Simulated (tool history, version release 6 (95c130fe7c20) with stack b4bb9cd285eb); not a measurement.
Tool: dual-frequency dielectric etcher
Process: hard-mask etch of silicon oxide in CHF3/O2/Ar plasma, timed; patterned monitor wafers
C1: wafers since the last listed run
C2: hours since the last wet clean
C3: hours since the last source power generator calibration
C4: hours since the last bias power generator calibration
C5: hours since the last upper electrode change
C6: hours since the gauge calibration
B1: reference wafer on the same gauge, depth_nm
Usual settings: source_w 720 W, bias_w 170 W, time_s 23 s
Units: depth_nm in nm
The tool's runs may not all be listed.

{"run": 1, "day": 0.0, "source_w": 670, "bias_w": 170, "time_s": 23, "C1": 0, "C2": 524.9, "C3": 4330.4, "C4": 3519.5, "C5": 3611.9, "C6": 145.1, "B1": 42.41, "depth_nm": 44.77}
{"run": 2, "day": 1.017, "source_w": 720, "bias_w": 170, "time_s": 23, "C1": 274, "C2": 549.3, "C3": 4354.8, "C4": 3543.9, "C5": 3636.3, "C6": 169.5, "B1": 42.43, "depth_nm": 46.52}
{"day": 2.571, "done": "wet clean of the chamber"}
{"run": 3, "day": 2.592, "source_w": 720, "bias_w": 170, "time_s": 23, "C1": 155, "C2": 0.5, "C3": 4392.6, "C4": 3581.7, "C5": 3674.1, "C6": 207.3, "B1": 42.39, "depth_nm": 45.33}
{"run": 4, "day": 3.279, "source_w": 720, "bias_w": 170, "time_s": 23, "C1": 185, "C2": 17, "C3": 4409.1, "C4": 3598.2, "C5": 3690.6, "C6": 223.8, "B1": 42.42, "depth_nm": 45.24}
{"run": 5, "day": 4.392, "source_w": 720, "bias_w": 170, "time_s": 23, "C1": 300, "C2": 43.7, "C3": 4435.8, "C4": 3624.9, "C5": 3717.3, "C6": 250.5, "B1": 42.42, "depth_nm": 45.28}
{"run": 6, "day": 4.958, "source_w": 720, "bias_w": 170, "time_s": 23, "C1": 153, "C2": 57.3, "C3": 4449.4, "C4": 3638.5, "C5": 3730.9, "C6": 264.1, "B1": 42.4, "depth_nm": 45.35}
{"run": 7, "day": 6.429, "source_w": 580, "bias_w": 170, "time_s": 20.5, "C1": 397, "C2": 92.6, "C3": 4484.7, "C4": 3673.8, "C5": 3766.2, "C6": 299.4, "B1": 42.39, "depth_nm": 35.81}
{"run": 8, "day": 7.192, "source_w": 720, "bias_w": 170, "time_s": 23, "C1": 206, "C2": 110.9, "C3": 4503, "C4": 3692.1, "C5": 3784.5, "C6": 317.7, "B1": 42.42, "depth_nm": 45.34}
{"run": 9, "day": 8.608, "source_w": 720, "bias_w": 170, "time_s": 23, "C1": 383, "C2": 144.9, "C3": 4537, "C4": 3726.1, "C5": 3818.5, "C6": 351.7, "B1": 42.41, "depth_nm": 45.66}
{"run": 10, "day": 9.688, "source_w": 720, "bias_w": 170, "time_s": 23, "C1": 291, "C2": 170.8, "C3": 4562.9, "C4": 3752, "C5": 3844.4, "C6": 377.6, "B1": 42.39, "depth_nm": 45.81}
{"run": 11, "day": 11.183, "source_w": 720, "bias_w": 170, "time_s": 23, "C1": 404, "C2": 206.7, "C3": 4598.8, "C4": 3787.9, "C5": 3880.3, "C6": 413.5, "B1": 42.4, "depth_nm": 45.78}
{"run": 12, "day": 12.546, "source_w": 660, "bias_w": 143, "time_s": 30, "C1": 368, "C2": 239.4, "C3": 4631.5, "C4": 3820.6, "C5": 3913, "C6": 446.2, "B1": 42.42, "depth_nm": 54.96}
{"run": 13, "day": 13.767, "source_w": 720, "bias_w": 170, "time_s": 23, "C1": 330, "C2": 268.7, "C3": 4660.8, "C4": 3849.9, "C5": 3942.3, "C6": 475.5, "B1": 42.39, "depth_nm": 45.64}
{"run": 14, "day": 14.396, "source_w": 720, "bias_w": 170, "time_s": 23, "C1": 170, "C2": 283.8, "C3": 4675.9, "C4": 3865, "C5": 3957.4, "C6": 490.6, "B1": 42.4, "depth_nm": 45.97}
{"run": 15, "day": 15.738, "source_w": 540, "bias_w": 170, "time_s": 23, "C1": 362, "C2": 316, "C3": 4708.1, "C4": 3897.2, "C5": 3989.6, "C6": 522.8, "B1": 42.39, "depth_nm": 39.15}
{"run": 16, "day": 16.442, "source_w": 720, "bias_w": 147, "time_s": 18, "C1": 190, "C2": 332.9, "C3": 4725, "C4": 3914.1, "C5": 4006.5, "C6": 539.7, "B1": 42.39, "depth_nm": 35.01}
{"run": 17, "day": 17.083, "source_w": 770, "bias_w": 194, "time_s": 20, "C1": 173, "C2": 348.3, "C3": 4740.4, "C4": 3929.5, "C5": 4021.9, "C6": 555.1, "B1": 42.42, "depth_nm": 42.54}
{"day": 17.367, "done": "bias power generator calibrated"}
{"run": 18, "day": 17.667, "source_w": 720, "bias_w": 189, "time_s": 23, "C1": 112, "C2": 362.3, "C3": 4754.4, "C4": 7.2, "C5": 4035.9, "C6": 569.1, "B1": 42.39, "depth_nm": 47.09}
{"day": 19.254, "done": "upper electrode replaced"}
{"run": 19, "day": 19.275, "source_w": 720, "bias_w": 170, "time_s": 23, "C1": 164, "C2": 400.9, "C3": 4793, "C4": 45.8, "C5": 0.5, "C6": 607.7, "B1": 42.41, "depth_nm": 46.01}
{"day": 19.621, "done": "source power generator calibrated"}
{"run": 20, "day": 19.662, "source_w": 720, "bias_w": 151, "time_s": 21, "C1": 59, "C2": 410.2, "C3": 1, "C4": 55.1, "C5": 9.8, "C6": 617, "B1": 42.4, "depth_nm": 41.27}
{"run": 21, "day": 20.975, "source_w": 560, "bias_w": 137, "time_s": 25.5, "C1": 354, "C2": 441.7, "C3": 32.5, "C4": 86.6, "C5": 41.3, "C6": 648.5, "B1": 42.42, "depth_nm": 42.71}
{"run": 22, "day": 21.646, "source_w": 720, "bias_w": 132, "time_s": 23, "C1": 181, "C2": 457.8, "C3": 48.6, "C4": 102.7, "C5": 57.4, "C6": 664.6, "B1": 42.41, "depth_nm": 44.39}
{"day": 22.154, "done": "gauge calibrated"}
{"run": 23, "day": 23.092, "source_w": 810, "bias_w": 170, "time_s": 23, "C1": 391, "C2": 492.5, "C3": 83.3, "C4": 137.4, "C5": 92.1, "C6": 22.5, "B1": 42.4, "depth_nm": 49.26}
{"run": 24, "day": 24.396, "source_w": 600, "bias_w": 136, "time_s": 21, "C1": 352, "C2": 523.8, "C3": 114.6, "C4": 168.7, "C5": 123.4, "C6": 53.8, "B1": 42.4, "depth_nm": 36.71}
{"run": 25, "day": 25.367, "source_w": 540, "bias_w": 170, "time_s": 27, "C1": 262, "C2": 547.1, "C3": 137.9, "C4": 192, "C5": 146.7, "C6": 77.1, "B1": 42.42, "depth_nm": 46.71}
{"run": 26, "day": 25.971, "source_w": 720, "bias_w": 201, "time_s": 23, "C1": 163, "C2": 561.6, "C3": 152.4, "C4": 206.5, "C5": 161.2, "C6": 91.6, "B1": 42.4, "depth_nm": 48.2}
{"run": 27, "day": 26.6, "source_w": 720, "bias_w": 170, "time_s": 27, "C1": 170, "C2": 576.7, "C3": 167.5, "C4": 221.6, "C5": 176.3, "C6": 106.7, "B1": 42.4, "depth_nm": 54.85}
{"day": 28.15, "done": "wet clean of the chamber"}
{"run": 28, "day": 28.171, "source_w": 550, "bias_w": 188, "time_s": 20, "C1": 154, "C2": 0.5, "C3": 205.2, "C4": 259.3, "C5": 214, "C6": 144.4, "B1": 42.4, "depth_nm": 34.64}
{"run": 29, "day": 29.104, "source_w": 720, "bias_w": 170, "time_s": 25.5, "C1": 252, "C2": 22.9, "C3": 227.6, "C4": 281.7, "C5": 236.4, "C6": 166.8, "B1": 42.42, "depth_nm": 50.14}
{"run": 30, "day": 29.946, "source_w": 720, "bias_w": 170, "time_s": 23, "C1": 227, "C2": 43.1, "C3": 247.8, "C4": 301.9, "C5": 256.6, "C6": 187, "B1": 42.37, "depth_nm": 45.23}
{"run": 31, "day": 31.025, "source_w": 660, "bias_w": 155, "time_s": 23, "C1": 291, "C2": 69, "C3": 273.7, "C4": 327.8, "C5": 282.5, "C6": 212.9, "B1": 42.42, "depth_nm": 42.6}

3 ways to go on from here, each from the tool as it stands after run 31. What would each give?
{"run": "A", "day": 31.042, "source_w": 720, "bias_w": 170, "time_s": 23, "C1": 4, "C2": 69.4, "C3": 274.1, "C4": 328.2, "C5": 282.9, "C6": 213.3, "B1": "?", "depth_nm": "?"}
{"run": "B", "day": 31.042, "source_w": 830, "bias_w": 200, "time_s": 16.5, "C1": 4, "C2": 69.4, "C3": 274.1, "C4": 328.2, "C5": 282.9, "C6": 213.3, "B1": "?", "depth_nm": "?"}
{"run": "C", "day": 31.042, "source_w": 720, "bias_w": 185, "time_s": 23, "C1": 4, "C2": 69.4, "C3": 274.1, "C4": 328.2, "C5": 282.9, "C6": 213.3, "B1": "?", "depth_nm": "?"}

run=A B1=42.42 depth_nm=45.42
run=B B1=42.42 depth_nm=36.2
run=C B1=42.42 depth_nm=46.2
Without the tool's hidden state the same runs would have given:
run=A depth_nm=45.31
run=B depth_nm=36.12
run=C depth_nm=46.09

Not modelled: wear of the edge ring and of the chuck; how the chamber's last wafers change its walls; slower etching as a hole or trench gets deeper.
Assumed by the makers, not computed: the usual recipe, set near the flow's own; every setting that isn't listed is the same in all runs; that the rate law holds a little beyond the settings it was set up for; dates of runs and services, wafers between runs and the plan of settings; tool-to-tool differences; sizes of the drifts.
